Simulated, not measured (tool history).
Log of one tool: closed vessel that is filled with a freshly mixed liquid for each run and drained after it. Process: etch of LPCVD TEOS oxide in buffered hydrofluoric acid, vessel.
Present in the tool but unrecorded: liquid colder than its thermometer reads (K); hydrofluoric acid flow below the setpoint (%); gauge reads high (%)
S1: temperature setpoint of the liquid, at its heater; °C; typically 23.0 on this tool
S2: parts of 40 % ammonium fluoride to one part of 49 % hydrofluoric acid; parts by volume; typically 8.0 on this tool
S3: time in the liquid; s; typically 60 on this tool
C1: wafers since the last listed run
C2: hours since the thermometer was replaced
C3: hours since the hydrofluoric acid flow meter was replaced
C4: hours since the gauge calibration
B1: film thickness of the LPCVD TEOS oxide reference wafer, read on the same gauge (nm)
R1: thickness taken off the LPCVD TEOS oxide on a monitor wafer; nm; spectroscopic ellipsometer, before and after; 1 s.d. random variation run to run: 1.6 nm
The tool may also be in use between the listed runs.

| run | hour | S1 | S2 | S3 | C1 | C2 | C3 | C4 | B1 | R1 |
|---|---|---|---|---|---|---|---|---|---|---|
| 1 | 0.0 | 23.0 | 8.0 | 60 | 0 | 230.6 | 649.1 | 2730.1 | 39.99 | 284.70 |
|  | 9.1 | hydrofluoric acid flow meter replaced |
| 2 | 105.4 | 23.0 | 8.0 | 60 | 11313 | 336.0 | 96.3 | 2835.5 | 39.98 | 284.18 |
| 3 | 154.7 | 23.0 | 8.0 | 60 | 5342 | 385.3 | 145.6 | 2884.8 | 40.00 | 280.47 |
| 4 | 200.4 | 23.0 | 8.0 | 60 | 4952 | 431.0 | 191.3 | 2930.5 | 40.01 | 285.20 |
| 5 | 280.1 | 25.5 | 8.0 | 60 | 8637 | 510.7 | 271.0 | 3010.2 | 39.99 | 322.28 |
| 6 | 361.4 | 27.0 | 6.5 | 60 | 8810 | 592.0 | 352.3 | 3091.5 | 40.01 | 430.94 |
| 7 | 408.3 | 27.0 | 6.5 | 60 | 5082 | 638.9 | 399.2 | 3138.4 | 40.01 | 428.83 |
| 8 | 511.2 | 23.0 | 8.0 | 60 | 11151 | 741.8 | 502.1 | 3241.3 | 39.96 | 277.70 |
|  | 526.1 | gauge calibrated |
| 9 | 606.9 | 27.0 | 10.5 | 80 | 10371 | 837.5 | 597.8 | 80.8 | 39.99 | 361.57 |
| 10 | 659.4 | 23.0 | 8.0 | 60 | 5689 | 890.0 | 650.3 | 133.3 | 40.03 | 279.84 |
| 11 | 710.1 | 21.5 | 8.0 | 60 | 5494 | 940.7 | 701.0 | 184.0 | 39.97 | 259.99 |
| 12 | 761.7 | 23.0 | 8.0 | 60 | 5591 | 992.3 | 752.6 | 235.6 | 39.96 | 280.64 |
|  | 797.4 | hydrofluoric acid flow meter replaced |
| 13 | 800.3 | 21.5 | 8.0 | 80 | 4074 | 1030.9 | 2.9 | 274.2 | 39.95 | 340.28 |
| 14 | 881.9 | 23.0 | 5.0 | 85 | 8843 | 1112.5 | 84.5 | 355.8 | 40.01 | 602.56 |
| 15 | 950.7 | 20.0 | 5.0 | 85 | 7455 | 1181.3 | 153.3 | 424.6 | 39.97 | 506.52 |
| 16 | 1041.3 | 20.0 | 7.0 | 80 | 9818 | 1271.9 | 243.9 | 515.2 | 40.00 | 361.90 |
| 17 | 1084.5 | 27.0 | 8.0 | 60 | 4681 | 1315.1 | 287.1 | 558.4 | 40.00 | 341.11 |
| 18 | 1158.5 | 18.0 | 8.0 | 80 | 8019 | 1389.1 | 361.1 | 632.4 | 40.00 | 276.83 |
| 19 | 1207.8 | 23.0 | 10.0 | 60 | 5342 | 1438.4 | 410.4 | 681.7 | 40.00 | 226.31 |
| 20 | 1258.9 | 18.0 | 8.0 | 75 | 5537 | 1489.5 | 461.5 | 732.8 | 40.00 | 257.51 |
|  | 1314.8 | thermometer replaced |
| 21 | 1350.7 | 23.0 | 8.0 | 60 | 9840 | 35.9 | 553.3 | 824.6 | 40.00 | 283.90 |
|  | 1545.5 | hydrofluoric acid flow meter replaced |
| 22 | 1613.2 | 23.0 | 8.0 | 60 | 28338 | 298.4 | 67.7 | 1087.1 | 39.95 | 283.80 |
| 23 | 1710.0 | 23.0 | 8.0 | 60 | 10490 | 395.2 | 164.5 | 1183.9 | 40.00 | 280.25 |
| 24 | 1773.6 | 23.0 | 8.0 | 60 | 6892 | 458.8 | 228.1 | 1247.5 | 40.00 | 281.60 |
| 25 | 1879.3 | 23.0 | 8.0 | 60 | 11454 | 564.5 | 333.8 | 1353.2 | 40.02 | 282.49 |
| 26 | 1918.4 | 23.0 | 5.5 | 60 | 4237 | 603.6 | 372.9 | 1392.3 | 40.00 | 399.41 |
| 27 | 2009.5 | 20.0 | 9.5 | 60 | 9872 | 694.7 | 464.0 | 1483.4 | 39.98 | 201.79 |
| 28 | 2098.6 | 26.5 | 9.5 | 50 | 9655 | 783.8 | 553.1 | 1572.5 | 40.03 | 239.03 |
| 29 | 2187.4 | 23.0 | 8.0 | 60 | 9623 | 872.6 | 641.9 | 1661.3 | 39.94 | 277.44 |
| 30 | 2276.4 | 23.0 | 8.0 | 60 | 9644 | 961.6 | 730.9 | 1750.3 | 40.00 | 278.12 |
| 31 | 2322.3 | 21.5 | 6.5 | 80 | 4974 | 1007.5 | 776.8 | 1796.2 | 40.04 | 419.45 |
|  | 2333.2 | hydrofluoric acid flow meter replaced |
| 32 | 2367.0 | 20.0 | 10.5 | 45 | 4735 | 1052.2 | 33.8 | 1840.9 | 40.03 | 138.88 |

Forecast each of these 5 alternatives for the next run:
| A | 2367.7 | 23.0 | 8.0 | 60 | 75 | 1052.9 | 34.5 | 1841.6 | ? | ? |
| B | 2367.7 | 23.0 | 8.0 | 50 | 75 | 1052.9 | 34.5 | 1841.6 | ? | ? |
| C | 2367.7 | 20.0 | 8.0 | 40 | 75 | 1052.9 | 34.5 | 1841.6 | ? | ? |
| D | 2367.7 | 18.0 | 6.0 | 30 | 75 | 1052.9 | 34.5 | 1841.6 | ? | ? |
| E | 2367.7 | 21.5 | 8.0 | 85 | 75 | 1052.9 | 34.5 | 1841.6 | ? | ? |

| run | B1 | R1 |
|---|---|---|
| A | 39.97 | 277.39 |
| B | 39.97 | 231.16 |
| C | 39.97 | 156.49 |
| D | 39.97 | 138.44 |
| E | 39.97 | 361.65 |
What these runs would have given with no unlogged condition in the tool:
| run | R1 |
|---|---|
| A | 288.27 |
| B | 240.23 |
| C | 162.76 |
| D | 144.05 |
| E | 375.98 |
